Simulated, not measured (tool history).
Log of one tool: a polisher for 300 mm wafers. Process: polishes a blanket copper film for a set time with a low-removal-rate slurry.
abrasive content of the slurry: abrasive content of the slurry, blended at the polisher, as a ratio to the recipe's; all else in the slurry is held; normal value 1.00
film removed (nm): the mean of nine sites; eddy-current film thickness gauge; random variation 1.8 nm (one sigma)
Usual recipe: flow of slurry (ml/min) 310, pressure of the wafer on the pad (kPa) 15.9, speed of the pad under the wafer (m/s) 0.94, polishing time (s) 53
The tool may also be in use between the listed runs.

| run | hour | flow of slurry (ml/min) | pressure of the wafer on the pad (kPa) | speed of the pad under the wafer (m/s) | abrasive content of the slurry | polishing time (s) | wafers since the last listed run | wafers polished on this pad | hours since the slurry nozzle was cleaned | hours since the head pressure was calibrated | hours since the slurry blender was calibrated | incoming thickness of the incoming film, nm | film removed (nm) |
|---|---|---|---|---|---|---|---|---|---|---|---|---|---|
| 1 | 0.0 | 310 | 15.9 | 0.94 | 1.00 | 53 | 0 | 320 | 268.5 | 375.2 | 129.7 | 849.6 | 115.9 |
| 2 | 14.2 | 310 | 15.9 | 0.94 | 1.15 | 53 | 108 | 429 | 282.7 | 389.4 | 143.9 | 835.2 | 116.3 |
|  | 24.3 | slurry blender recalibrated |
| 3 | 28.1 | 310 | 15.9 | 0.94 | 1.00 | 53 | 90 | 519 | 296.6 | 403.3 | 3.8 | 834.9 | 120.8 |
| 4 | 37.8 | 310 | 15.9 | 0.94 | 1.00 | 53 | 73 | 593 | 306.3 | 413.0 | 13.5 | 852.2 | 120.5 |
| 5 | 51.7 | 310 | 15.9 | 0.94 | 1.00 | 53 | 105 | 699 | 320.2 | 426.9 | 27.4 | 860.8 | 119.2 |
| 6 | 60.1 | 310 | 15.9 | 0.94 | 1.00 | 53 | 63 | 763 | 328.6 | 435.3 | 35.8 | 842.7 | 117.2 |
|  | 70.1 | slurry nozzle cleaned |
| 7 | 78.0 | 310 | 15.9 | 0.94 | 1.00 | 53 | 128 | 891 | 7.9 | 453.2 | 53.7 | 839.7 | 117.8 |
| 8 | 85.8 | 310 | 15.9 | 0.94 | 1.00 | 53 | 59 | 951 | 15.7 | 461.0 | 61.5 | 869.6 | 117.2 |
| 9 | 100.0 | 310 | 20.7 | 0.62 | 1.20 | 47 | 108 | 1059 | 29.9 | 475.2 | 75.7 | 852.6 | 93.4 |
| 10 | 106.6 | 310 | 15.9 | 1.12 | 1.00 | 59 | 50 | 1109 | 36.5 | 481.8 | 82.3 | 846.9 | 149.6 |
| 11 | 124.0 | 375 | 15.9 | 0.94 | 0.90 | 53 | 132 | 1241 | 53.9 | 499.2 | 99.7 | 860.0 | 117.3 |
| 12 | 138.3 | 310 | 13.1 | 0.94 | 0.80 | 53 | 108 | 1350 | 68.2 | 513.5 | 114.0 | 849.1 | 95.8 |
|  | 151.1 | worn pad replaced by a new one |
| 13 | 183.8 | 310 | 15.9 | 0.94 | 1.00 | 53 | 315 | 249 | 113.7 | 559.0 | 159.5 | 834.7 | 117.7 |
| 14 | 197.0 | 310 | 15.9 | 0.80 | 1.00 | 44 | 100 | 349 | 126.9 | 572.2 | 172.7 | 830.8 | 80.9 |
| 15 | 204.5 | 310 | 21.4 | 0.64 | 0.85 | 60 | 57 | 406 | 134.4 | 579.7 | 180.2 | 839.1 | 114.6 |
|  | 207.9 | slurry blender recalibrated |
| 16 | 218.0 | 310 | 17.9 | 1.10 | 1.25 | 53 | 87 | 494 | 147.9 | 593.2 | 10.1 | 847.4 | 165.2 |
|  | 221.2 | head pressure recalibrated |
| 17 | 233.2 | 310 | 15.9 | 0.72 | 1.00 | 53 | 100 | 594 | 163.1 | 12.0 | 25.3 | 853.3 | 91.1 |
| 18 | 248.6 | 215 | 11.0 | 0.68 | 1.00 | 38 | 117 | 711 | 178.5 | 27.4 | 40.7 | 862.6 | 42.6 |
| 19 | 263.7 | 375 | 15.9 | 0.94 | 0.90 | 53 | 114 | 826 | 193.6 | 42.5 | 55.8 | 842.0 | 119.0 |
| 20 | 277.1 | 310 | 15.9 | 0.94 | 1.00 | 53 | 101 | 928 | 207.0 | 55.9 | 69.2 | 852.9 | 114.6 |
| 21 | 293.8 | 280 | 19.3 | 0.94 | 1.10 | 37 | 127 | 1055 | 223.7 | 72.6 | 85.9 | 856.0 | 99.2 |
|  | 305.2 | worn pad replaced by a new one |
| 22 | 305.7 | 235 | 15.9 | 0.94 | 1.00 | 53 | 60 | 3 | 235.6 | 84.5 | 97.8 | 857.3 | 114.3 |
| 23 | 320.3 | 375 | 20.0 | 1.02 | 0.85 | 53 | 111 | 114 | 250.2 | 99.1 | 112.4 | 845.1 | 156.9 |
| 24 | 333.0 | 410 | 18.6 | 0.94 | 1.15 | 53 | 96 | 211 | 262.9 | 111.8 | 125.1 | 843.8 | 139.2 |
| 25 | 349.7 | 310 | 13.1 | 0.94 | 1.00 | 53 | 127 | 338 | 279.6 | 128.5 | 141.8 | 850.6 | 94.2 |
| 26 | 366.9 | 310 | 15.9 | 0.94 | 1.00 | 53 | 130 | 469 | 296.8 | 145.7 | 159.0 | 839.6 | 116.9 |
| 27 | 374.2 | 310 | 15.9 | 0.94 | 1.00 | 48 | 55 | 525 | 304.1 | 153.0 | 166.3 | 848.6 | 104.7 |
|  | 377.8 | slurry nozzle cleaned |
| 28 | 384.2 | 310 | 15.9 | 0.94 | 1.00 | 53 | 68 | 593 | 6.4 | 163.0 | 176.3 | 851.7 | 117.6 |
|  | 388.6 | slurry blender recalibrated |
| 29 | 397.6 | 250 | 11.7 | 0.70 | 1.00 | 70 | 86 | 680 | 19.8 | 176.4 | 9.0 | 848.8 | 90.3 |
| 30 | 409.7 | 260 | 15.9 | 0.94 | 1.20 | 53 | 92 | 772 | 31.9 | 188.5 | 21.1 | 837.0 | 124.1 |

Run-by-run hidden state of the tool:
removal rate lost through wear of the pad, %: 0 at every run
slurry flow missing at the pad, %: 0 at every run
deviation of the head's pressure from its setpoint, %: 0 at every run
H1: abrasive missing from the slurry, %
| run | H1 |
|---|---|
| 1 | 34.2 |
| 2 | 35 |
| 3 | 4.76 |
| 4 | 10.2 |
| 5 | 16.5 |
| 6 | 19.7 |
| 7 | 25 |
| 8 | 26.8 |
| 9 | 29.6 |
| 10 | 30.6 |
| 11 | 32.9 |
| 12 | 34.3 |
| 13 | 37 |
| 14 | 37.5 |
| 15 | 37.7 |
| 16 | 8.75 |
| 17 | 16 |
| 18 | 21.6 |
| 19 | 25.8 |
| 20 | 28.7 |
| 21 | 31.5 |
| 22 | 33 |
| 23 | 34.5 |
| 24 | 35.5 |
| 25 | 36.6 |
| 26 | 37.3 |
| 27 | 37.6 |
| 28 | 37.9 |
| 29 | 5.74 |
| 30 | 11.8 |

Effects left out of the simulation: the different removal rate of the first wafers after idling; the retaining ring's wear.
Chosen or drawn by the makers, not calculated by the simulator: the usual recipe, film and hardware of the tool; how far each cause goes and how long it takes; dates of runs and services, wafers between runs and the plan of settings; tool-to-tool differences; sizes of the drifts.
